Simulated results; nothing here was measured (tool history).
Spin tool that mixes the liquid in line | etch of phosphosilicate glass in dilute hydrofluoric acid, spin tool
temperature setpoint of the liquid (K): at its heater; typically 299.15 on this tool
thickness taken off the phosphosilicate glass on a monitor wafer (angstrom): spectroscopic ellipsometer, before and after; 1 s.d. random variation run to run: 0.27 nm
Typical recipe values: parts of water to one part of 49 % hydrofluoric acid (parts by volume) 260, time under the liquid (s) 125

run,day,temperature setpoint of the liquid (K),parts of water to one part of 49 % hydrofluoric acid (parts by volume),time under the liquid (s),wafers since the last listed run,hours since the thermometer was replaced,hours since the hydrofluoric acid flow meter was replaced,hours since the gauge calibration,"read-back film thickness of the phosphosilicate glass reference wafer, read on the same gauge (nm)",thickness taken off the phosphosilicate glass on a monitor wafer (angstrom)
1,0,299.15,325,170,0,1090,1916.4,258,130,544.1
2,1.5,299.15,325,170,191,1126,1952.4,294,130,541.4
3,2.175,299.15,325,170,86,1142.2,1968.6,310.2,130.02,546.3
4,3.6,296.65,260,125,182,1176.4,2002.8,344.4,130,489.6
5,4.258,296.65,260,125,84,1192.2,2018.6,360.2,129.99,490.2
6,5.596,299.15,225,125,171,1224.3,2050.7,392.3,130.01,640
7,6.658,300.65,160,125,135,1249.8,2076.2,417.8,130,1031.8
8,10.021,299.15,260,125,430,1330.5,2156.9,498.5,130.01,536.2
9,10.675,297.15,155,125,83,1346.2,2172.6,514.2,130.01,931.5
10,12.175,299.15,325,125,191,1382.2,2208.6,550.2,129.99,399.2
# day 12.238: hydrofluoric acid flow meter replaced
11,13.492,299.15,260,185,163,1413.8,30.1,581.8,130,787.2

The next listed run, before its measurement:
# day 13.562: gauge calibrated
12,14.642,302.65,345,125,147,1441.4,57.7,25.9,?,?

{"run 12": {"read-back film thickness of the phosphosilicate glass reference wafer, read on the same gauge (nm)": 130, "thickness taken off the phosphosilicate glass on a monitor wafer (angstrom)": 413.9}}
With no hidden state in the tool, this same run would have given thickness taken off the phosphosilicate glass on a monitor wafer (angstrom) 413.9.
